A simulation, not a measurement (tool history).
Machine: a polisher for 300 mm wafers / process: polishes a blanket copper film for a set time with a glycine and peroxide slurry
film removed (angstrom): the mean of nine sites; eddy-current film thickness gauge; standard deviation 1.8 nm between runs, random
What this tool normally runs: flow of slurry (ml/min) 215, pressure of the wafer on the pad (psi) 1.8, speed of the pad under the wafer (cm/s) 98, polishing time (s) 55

run     day  flow of slurry (ml/min)  pressure of the wafer on the pad (psi)  speed of the pad under the wafer (cm/s)  polishing time (s)  incoming thickness of the incoming film, nm  film removed (angstrom)
  1       0                      215                                     1.8                                       86                  42                                       1147.2                     1460
  2   0.383                      215                                     1.8                                       86                  42                                       1136.6                     1440
  3   0.804                      215                                     1.8                                       98                  55                                       1157.6                     2064
  4   1.592                      215                                     1.8                                       98                  55                                       1176.4                     2262
  5   2.167                      215                                     1.8                                       98                  55                                       1175.1                     2179
  6   2.546                      240                                     1.8                                       98                  55                                       1147.2                     2152
  7   3.033                      240                                     1.8                                       98                  55                                       1161.8                     2123
  8   4.542                      215                                     1.8                                       98                  55                                       1158.3                     2048
  9   4.821                      215                                     1.8                                       98                  55                                       1157.9                     2082
 10   5.508                      215                                     1.8                                       98                  55                                       1151.3                     2061
 11   6.204                      215                                     1.8                                       98                  55                                       1164.5                     2175
 12   6.679                      190                                     1.8                                       98                  55                                       1150.5                     2132
 13   6.958                      190                                     1.8                                       98                  55                                       1139.9                     2081
 14   7.412                      215                                     1.8                                       80                  55                                       1154.7                     1862
 15   7.929                      215                                     1.8                                       80                  55                                       1169.9                     1832
 16   8.467                      215                                     1.8                                       98                  65                                       1155.2                     2459
 17   9.125                      215                                     1.8                                       98                  55                                       1149.6                     2052
 18   9.796                      240                                     1.8                                       98                  55                                       1168.3                     2055
 19    10.3                      215                                     2.4                                      116                  71                                       1162.8                     3953
 20  12.008                      270                                     2.3                                       68                  55                                       1157.4                     1977
 21  12.342                      190                                     2.2                                      118                  55                                         1134                     2649
 22  12.929                      275                                     1.4                                       82                  55                                       1169.9                     1568
 23  14.996                      215                                     1.8                                       80                  55                                       1164.4                     1854
 24  15.642                      215                                     1.8                                       86                  42                                       1164.9                     1438
 25  15.988                      245                                     1.5                                      114                  38                                       1144.4                     1493
 26  16.679                      195                                     1.4                                       76                  64                                       1149.5                     1819
 27  17.271                      145                                     2.3                                      116                  63                                       1161.6                     3268
 28  17.733                      215                                     2.1                                      114                  70                                       1149.8                     3427
 29  19.946                      215                                     1.3                                       98                  39                                       1174.3                     1263
 30  20.288                      215                                     1.8                                       98                  55                                       1157.6                     2217
 31  20.679                      215                                     1.8                                       98                  55                                       1176.2                     2196

The log once held 7 entries between its listed runs, left out of this copy. Where does each go, and what is different about the tool's unlogged condition between the listed run before it and the listed run after it?
Logged between run 3 and run 4: worn pad replaced by a new one (day 1.571)
  removal rate lost through wear of the pad, %: 8.84 -> 0.405; deviation of the head's pressure from its setpoint, %: -7.15 -> -7.33
  measured value less the no-hidden-state value, film removed (angstrom): -328 -> -141
Logged between run 10 and run 11: worn pad replaced by a new one (day 5.933)
  removal rate lost through wear of the pad, %: 8.65 -> 1.69; deviation of the head's pressure from its setpoint, %: -8.24 -> -8.4
  measured value less the no-hidden-state value, film removed (angstrom): -344 -> -186
Logged between run 14 and run 15: slurry nozzle cleaned (day 7.475)
  removal rate lost through wear of the pad, %: 5.95 -> 6.9; deviation of the head's pressure from its setpoint, %: -8.68 -> -8.8
  measured value less the no-hidden-state value, film removed (angstrom): -249 -> -268
Logged between run 18 and run 19: worn pad replaced by a new one (day 10.042)
  removal rate lost through wear of the pad, %: 8.45 -> 2.04; deviation of the head's pressure from its setpoint, %: -9.23 -> -9.35
  measured value less the no-hidden-state value, film removed (angstrom): -356 -> -417
Logged between run 22 and run 23: worn pad replaced by a new one (day 14.317)
  removal rate lost through wear of the pad, %: 8.3 -> 4.12; deviation of the head's pressure from its setpoint, %: -9.96 -> -10.4
  measured value less the no-hidden-state value, film removed (angstrom): -263 -> -236
Logged between run 24 and run 25: head pressure recalibrated (day 15.771)
  removal rate lost through wear of the pad, %: 6.15 -> 6.9; deviation of the head's pressure from its setpoint, %: -10.6 -> 0.522
  measured value less the no-hidden-state value, film removed (angstrom): -221 -> -104
Logged between run 28 and run 29: worn pad replaced by a new one (day 18.592)
  removal rate lost through wear of the pad, %: 8.8 -> 5.71; deviation of the head's pressure from its setpoint, %: 0.118 -> -0.394
  measured value less the no-hidden-state value, film removed (angstrom): -327 -> -80
